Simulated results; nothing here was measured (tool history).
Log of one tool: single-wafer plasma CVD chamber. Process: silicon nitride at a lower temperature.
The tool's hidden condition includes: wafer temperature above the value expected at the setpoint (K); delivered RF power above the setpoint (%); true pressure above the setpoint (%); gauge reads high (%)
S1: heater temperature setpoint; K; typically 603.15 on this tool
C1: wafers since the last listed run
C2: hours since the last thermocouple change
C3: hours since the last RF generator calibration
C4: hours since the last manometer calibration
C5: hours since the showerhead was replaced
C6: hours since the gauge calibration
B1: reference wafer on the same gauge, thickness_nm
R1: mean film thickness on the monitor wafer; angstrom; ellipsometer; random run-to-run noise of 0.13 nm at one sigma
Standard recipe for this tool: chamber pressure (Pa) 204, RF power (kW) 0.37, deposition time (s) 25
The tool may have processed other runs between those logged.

{"run": 1, "hour": 0.0, "S1": 603.15, "chamber pressure (Pa)": 204, "RF power (kW)": 0.37, "deposition time (s)": 25, "C1": 0, "C2": 363.2, "C3": 1883.4, "C4": 279.6, "C5": 5649.4, "C6": 1221.7, "B1": 33.9, "R1": 345.53}
{"hour": 25.5, "done": "gauge calibrated"}
{"run": 2, "hour": 57.4, "S1": 603.15, "chamber pressure (Pa)": 204, "RF power (kW)": 0.37, "deposition time (s)": 25, "C1": 1035, "C2": 420.6, "C3": 1940.8, "C4": 337, "C5": 5706.8, "C6": 31.9, "B1": 33.904, "R1": 342.9}
{"run": 3, "hour": 88.6, "S1": 603.15, "chamber pressure (Pa)": 204, "RF power (kW)": 0.335, "deposition time (s)": 25, "C1": 562, "C2": 451.8, "C3": 1972, "C4": 368.2, "C5": 5738, "C6": 63.1, "B1": 33.894, "R1": 321.95}
{"run": 4, "hour": 144.4, "S1": 603.15, "chamber pressure (Pa)": 204, "RF power (kW)": 0.335, "deposition time (s)": 25, "C1": 1006, "C2": 507.6, "C3": 2027.8, "C4": 424, "C5": 5793.8, "C6": 118.9, "B1": 33.896, "R1": 322.08}
{"run": 5, "hour": 188.3, "S1": 603.15, "chamber pressure (Pa)": 175, "RF power (kW)": 0.37, "deposition time (s)": 25, "C1": 792, "C2": 551.5, "C3": 2071.7, "C4": 467.9, "C5": 5837.7, "C6": 162.8, "B1": 33.91, "R1": 337.45}
{"run": 6, "hour": 290.7, "S1": 603.15, "chamber pressure (Pa)": 175, "RF power (kW)": 0.37, "deposition time (s)": 25, "C1": 1847, "C2": 653.9, "C3": 2174.1, "C4": 570.3, "C5": 5940.1, "C6": 265.2, "B1": 33.883, "R1": 333.98}
{"run": 7, "hour": 335.9, "S1": 603.15, "chamber pressure (Pa)": 204, "RF power (kW)": 0.37, "deposition time (s)": 25, "C1": 815, "C2": 699.1, "C3": 2219.3, "C4": 615.5, "C5": 5985.3, "C6": 310.4, "B1": 33.901, "R1": 342.57}
{"run": 8, "hour": 378.7, "S1": 603.15, "chamber pressure (Pa)": 204, "RF power (kW)": 0.37, "deposition time (s)": 25, "C1": 772, "C2": 741.9, "C3": 2262.1, "C4": 658.3, "C5": 6028.1, "C6": 353.2, "B1": 33.912, "R1": 345.12}
{"run": 9, "hour": 443.2, "S1": 603.15, "chamber pressure (Pa)": 204, "RF power (kW)": 0.37, "deposition time (s)": 25, "C1": 1163, "C2": 806.4, "C3": 2326.6, "C4": 722.8, "C5": 6092.6, "C6": 417.7, "B1": 33.873, "R1": 344.34}
{"run": 10, "hour": 470.4, "S1": 611.15, "chamber pressure (Pa)": 204, "RF power (kW)": 0.37, "deposition time (s)": 25, "C1": 490, "C2": 833.6, "C3": 2353.8, "C4": 750, "C5": 6119.8, "C6": 444.9, "B1": 33.865, "R1": 342.22}
{"run": 11, "hour": 529.5, "S1": 611.15, "chamber pressure (Pa)": 204, "RF power (kW)": 0.37, "deposition time (s)": 25, "C1": 1066, "C2": 892.7, "C3": 2412.9, "C4": 809.1, "C5": 6178.9, "C6": 504, "B1": 33.876, "R1": 343.83}
{"run": 12, "hour": 588.9, "S1": 611.15, "chamber pressure (Pa)": 204, "RF power (kW)": 0.37, "deposition time (s)": 25, "C1": 1071, "C2": 952.1, "C3": 2472.3, "C4": 868.5, "C5": 6238.3, "C6": 563.4, "B1": 33.909, "R1": 342.1}
{"run": 13, "hour": 657.7, "S1": 603.15, "chamber pressure (Pa)": 204, "RF power (kW)": 0.37, "deposition time (s)": 25, "C1": 1241, "C2": 1020.9, "C3": 2541.1, "C4": 937.3, "C5": 6307.1, "C6": 632.2, "B1": 33.889, "R1": 343.54}
{"hour": 715.5, "done": "thermocouple changed; heater temperature recalibrated"}
{"run": 14, "hour": 719.5, "S1": 608.15, "chamber pressure (Pa)": 204, "RF power (kW)": 0.37, "deposition time (s)": 25, "C1": 970, "C2": 4, "C3": 2602.9, "C4": 999.1, "C5": 6368.9, "C6": 694, "B1": 33.925, "R1": 342.63}
{"hour": 751.3, "done": "RF generator calibrated"}
{"hour": 776.7, "done": "showerhead replaced, of another model than before"}
{"run": 15, "hour": 783.7, "S1": 603.15, "chamber pressure (Pa)": 221, "RF power (kW)": 0.35, "deposition time (s)": 25, "C1": 869, "C2": 68.2, "C3": 32.4, "C4": 1063.3, "C5": 7, "C6": 758.2, "B1": 33.916, "R1": 346.63}
{"run": 16, "hour": 819.6, "S1": 603.15, "chamber pressure (Pa)": 204, "RF power (kW)": 0.37, "deposition time (s)": 25, "C1": 647, "C2": 104.1, "C3": 68.3, "C4": 1099.2, "C5": 42.9, "C6": 794.1, "B1": 33.889, "R1": 352.4}
{"run": 17, "hour": 856.4, "S1": 603.15, "chamber pressure (Pa)": 220, "RF power (kW)": 0.31, "deposition time (s)": 22.2, "C1": 664, "C2": 140.9, "C3": 105.1, "C4": 1136, "C5": 79.7, "C6": 830.9, "B1": 33.894, "R1": 274.51}
{"run": 18, "hour": 910.7, "S1": 595.15, "chamber pressure (Pa)": 173, "RF power (kW)": 0.39, "deposition time (s)": 28.9, "C1": 979, "C2": 195.2, "C3": 159.4, "C4": 1190.3, "C5": 134, "C6": 885.2, "B1": 33.884, "R1": 409.02}
{"run": 19, "hour": 945.9, "S1": 603.15, "chamber pressure (Pa)": 204, "RF power (kW)": 0.37, "deposition time (s)": 25, "C1": 635, "C2": 230.4, "C3": 194.6, "C4": 1225.5, "C5": 169.2, "C6": 920.4, "B1": 33.902, "R1": 349.8}
{"hour": 978.7, "done": "capacitance manometer re-zeroed and calibrated"}
{"run": 20, "hour": 990.3, "S1": 614.15, "chamber pressure (Pa)": 204, "RF power (kW)": 0.345, "deposition time (s)": 23.6, "C1": 656, "C2": 274.8, "C3": 239, "C4": 11.6, "C5": 213.6, "C6": 964.8, "B1": 33.897, "R1": 311.32}
{"run": 21, "hour": 1061.5, "S1": 590.15, "chamber pressure (Pa)": 252, "RF power (kW)": 0.37, "deposition time (s)": 25, "C1": 1284, "C2": 346, "C3": 310.2, "C4": 82.8, "C5": 284.8, "C6": 1036, "B1": 33.892, "R1": 367.07}
{"hour": 1072.1, "done": "gauge calibrated"}
{"run": 22, "hour": 1122.7, "S1": 594.15, "chamber pressure (Pa)": 173, "RF power (kW)": 0.295, "deposition time (s)": 20.6, "C1": 1104, "C2": 407.2, "C3": 371.4, "C4": 144, "C5": 346, "C6": 50.6, "B1": 33.889, "R1": 229.18}
{"run": 23, "hour": 1178.2, "S1": 603.15, "chamber pressure (Pa)": 229, "RF power (kW)": 0.37, "deposition time (s)": 23.4, "C1": 1001, "C2": 462.7, "C3": 426.9, "C4": 199.5, "C5": 401.5, "C6": 106.1, "B1": 33.901, "R1": 334.02}
{"run": 24, "hour": 1211.3, "S1": 603.15, "chamber pressure (Pa)": 157, "RF power (kW)": 0.37, "deposition time (s)": 25, "C1": 597, "C2": 495.8, "C3": 460, "C4": 232.6, "C5": 434.6, "C6": 139.2, "B1": 33.899, "R1": 327.46}
{"run": 25, "hour": 1272.2, "S1": 597.15, "chamber pressure (Pa)": 204, "RF power (kW)": 0.37, "deposition time (s)": 25, "C1": 1098, "C2": 556.7, "C3": 520.9, "C4": 293.5, "C5": 495.5, "C6": 200.1, "B1": 33.89, "R1": 348.66}
{"run": 26, "hour": 1314.5, "S1": 603.15, "chamber pressure (Pa)": 255, "RF power (kW)": 0.37, "deposition time (s)": 29, "C1": 763, "C2": 599, "C3": 563.2, "C4": 335.8, "C5": 537.8, "C6": 242.4, "B1": 33.905, "R1": 422.11}
{"run": 27, "hour": 1352.3, "S1": 603.15, "chamber pressure (Pa)": 204, "RF power (kW)": 0.37, "deposition time (s)": 25, "C1": 682, "C2": 636.8, "C3": 601, "C4": 373.6, "C5": 575.6, "C6": 280.2, "B1": 33.912, "R1": 345.34}

Below, some changes in R1 between adjacent runs. For each, the amount present without the hidden state too (settings, incoming material, random variation) and the amount remaining for the hidden state with gauge scatter not shared by both compared results:
Run 14 -> 15: S1 608.15 -> 603.15, chamber pressure (Pa) 204 -> 221, RF power (kW) 0.37 -> 0.35, RF generator calibrated, showerhead replaced, of another model than before. R1 +4 angstrom: hidden state +9.03, all else -5.03.
Run 17 -> 18: S1 603.15 -> 595.15, chamber pressure (Pa) 220 -> 173, RF power (kW) 0.31 -> 0.39, deposition time (s) 22.2 -> 28.9. R1 +134.51 angstrom: hidden state -1.32, all else +135.83.
Run 21 -> 22: S1 590.15 -> 594.15, chamber pressure (Pa) 252 -> 173, RF power (kW) 0.37 -> 0.295, deposition time (s) 25 -> 20.6, gauge calibrated. R1 -137.89 angstrom: hidden state +1.08, all else -138.97.
Run 25 -> 26: S1 597.15 -> 603.15, chamber pressure (Pa) 204 -> 255, deposition time (s) 25 -> 29. R1 +73.45 angstrom: hidden state -1.84, all else +75.29.
